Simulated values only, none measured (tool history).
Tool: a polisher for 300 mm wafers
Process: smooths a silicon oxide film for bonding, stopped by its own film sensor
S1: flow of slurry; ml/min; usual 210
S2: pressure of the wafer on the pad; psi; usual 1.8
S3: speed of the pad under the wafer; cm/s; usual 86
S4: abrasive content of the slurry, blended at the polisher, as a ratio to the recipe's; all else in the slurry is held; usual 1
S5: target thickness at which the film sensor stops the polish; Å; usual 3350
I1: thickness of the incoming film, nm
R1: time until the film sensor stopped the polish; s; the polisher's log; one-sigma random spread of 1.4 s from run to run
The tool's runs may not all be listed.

run    hour   S1   S2   S3    S4    S5     I1     R1
  1       0  210  1.8   86     1  3350  389.4   98.1
  2    46.2  210  1.8   86     1  3350  390.4   98.9
         68  -- worn pad replaced by a new one
  3   102.2  210  1.8   86     1  3350  388.9   98.4
  4   146.1  210  1.8   86     1  3350  389.6   99.4
  5   203.1  210  1.8   86     1  3350  386.2   92.7
      205.7  -- slurry blender recalibrated
      208.1  -- head pressure recalibrated
      284.2  -- slurry nozzle cleaned
  6   284.9  210  1.8   86     1  3350  392.8  105.1
  7   354.7  210  1.8  106     1  3350  388.6   79.9
  8   379.1  210  1.8   86     1  3500  385.3   65.4
      420.5  -- worn pad replaced by a new one
  9   443.1  210  1.8   86     1  3500  393.4   77.2
 10   514.9  210  1.8   86     1  3310  390.9  106.5
 11     552  210  1.8   86  0.85  3350  394.1  113.3
 12   600.5  210  1.8   86     1  3350  381.9   84.9
 13   641.6  185  2.3   86     1  3350  393.1   88.7
      674.3  -- slurry blender recalibrated
 14   676.4  210  1.6  102     1  3350  391.2   98.4
        712  -- slurry nozzle cleaned
 15   718.8  180  2.4   72     1  3200  390.8  116.1
      776.9  -- worn pad replaced by a new one
 16     793  210  1.3   86     1  3200  390.2  167.1
      874.4  -- head pressure recalibrated
 17   945.4  210  1.8   86     1  3520  395.3   75.7
 18   981.4  210  1.8  102   1.2  3350  383.1   72.8
 19  1047.1  270  2.4  104     1  3350  392.9     71
 20  1109.4  210  1.8   64     1  3350  394.8  136.3
     1114.1  -- slurry nozzle cleaned
     1124.5  -- worn pad replaced by a new one
 21  1157.2  210  1.8  100     1  3350  395.1   98.4
     1172.5  -- slurry blender recalibrated
 22  1203.8  260  1.8   86     1  3350  387.3   92.6
 23  1265.7  210  1.8   86   1.2  3350  388.7   90.2
 24  1318.8  210  1.8   86     1  3350  388.9   94.1
 25  1369.8  210  1.8   86     1  3350  392.5  103.4
 26  1408.1  210  2.4   72   1.3  3410  389.9   72.9
     1470.2  -- slurry nozzle cleaned
 27  1476.5  210  1.8   86     1  3350  387.8   93.7
 28  1510.2  210  1.8   86     1  3350  393.9  107.4
 29    1552  210  2.3   86     1  3280  386.7   86.7

The tool's hidden state at each run:
removal rate lost through wear of the pad, %: 0, the same for each run
slurry flow missing at the pad, %: 0, the same for each run
deviation of the head's pressure from its setpoint, %: 0, the same for each run
abrasive missing from the slurry, %: 0, the same for each run
